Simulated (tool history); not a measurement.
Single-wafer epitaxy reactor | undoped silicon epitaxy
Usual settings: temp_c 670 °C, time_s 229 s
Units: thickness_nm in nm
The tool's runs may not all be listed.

run   hour  temp_c  time_s  read-back reference wafer on the same gauge, thickness_nm  thickness_nm
  1    0.0     667     229                                                     56.700        53.368
      21.5  -- gauge calibrated
  2   32.1     667     229                                                     56.705        53.681
  3   53.6     667     229                                                     56.685        53.497
  4   71.3     681     229                                                     56.674        74.157
  5  104.4     681     229                                                     56.693        73.897
  6  130.3     681     229                                                     56.692        74.131
  7  161.5     670     229                                                     56.723        57.368
  8  246.3     670     212                                                     56.707        53.060
  9  267.4     670     257                                                     56.703        64.482
 10  288.6     670     257                                                     56.657        64.455
 11  303.4     670     257                                                     56.670        64.360
 12  323.0     670     229                                                     56.693        57.367
 13  354.5     670     229                                                     56.685        57.451
 14  372.1     670     229                                                     56.701        57.269
 15  400.5     670     229                                                     56.744        57.424
 16  414.3     670     229                                                     56.668        57.403
 17  432.9     667     217                                                     56.696        50.289
 18  466.8     657     197                                                     56.730        36.076
 19  488.1     681     196                                                     56.686        63.904
     497.4  -- pyrometer calibrated
 20  594.1     685     229                                                     56.721        81.279
 21  607.3     656     190                                                     56.701        33.895
 22  657.1     670     229                                                     56.668        57.542
 23  691.6     678     205                                                     56.714        62.268
 24  724.3     670     229                                                     56.689        57.576
     740.3  -- gauge calibrated
 25  757.7     656     206                                                     56.690        36.680
 26  769.7     664     274                                                     56.716        59.435
 27  803.9     682     265                                                     56.740        87.772
 28  838.1     670     229                                                     56.722        57.298
 29  860.4     660     229                                                     56.673        45.087
 30  881.9     674     196                                                     56.691        53.832
 31  894.5     657     245                                                     56.700        44.784
 32  917.3     670     183                                                     56.720        45.691
 33  951.5     670     215                                                     56.745        53.854
 34  982.5     677     197                                                     56.653        58.233

Forecast each of these 5 alternatives for the next run:
  A  983.0     670     229                                                          ?             ?
  B  983.0     670     200                                                          ?             ?
  C  983.0     657     189                                                          ?             ?
  D  983.0     675     214                                                          ?             ?
  E  983.0     677     273                                                          ?             ?

run  read-back reference wafer on the same gauge, thickness_nm  thickness_nm
  A                                                     56.692        57.399
  B                                                     56.692        50.130
  C                                                     56.692        34.597
  D                                                     56.692        60.374
  E                                                     56.692        80.718
Without the tool's hidden state the same runs would have given:
run  thickness_nm
  A        57.399
  B        50.130
  C        34.597
  D        60.374
  E        80.718
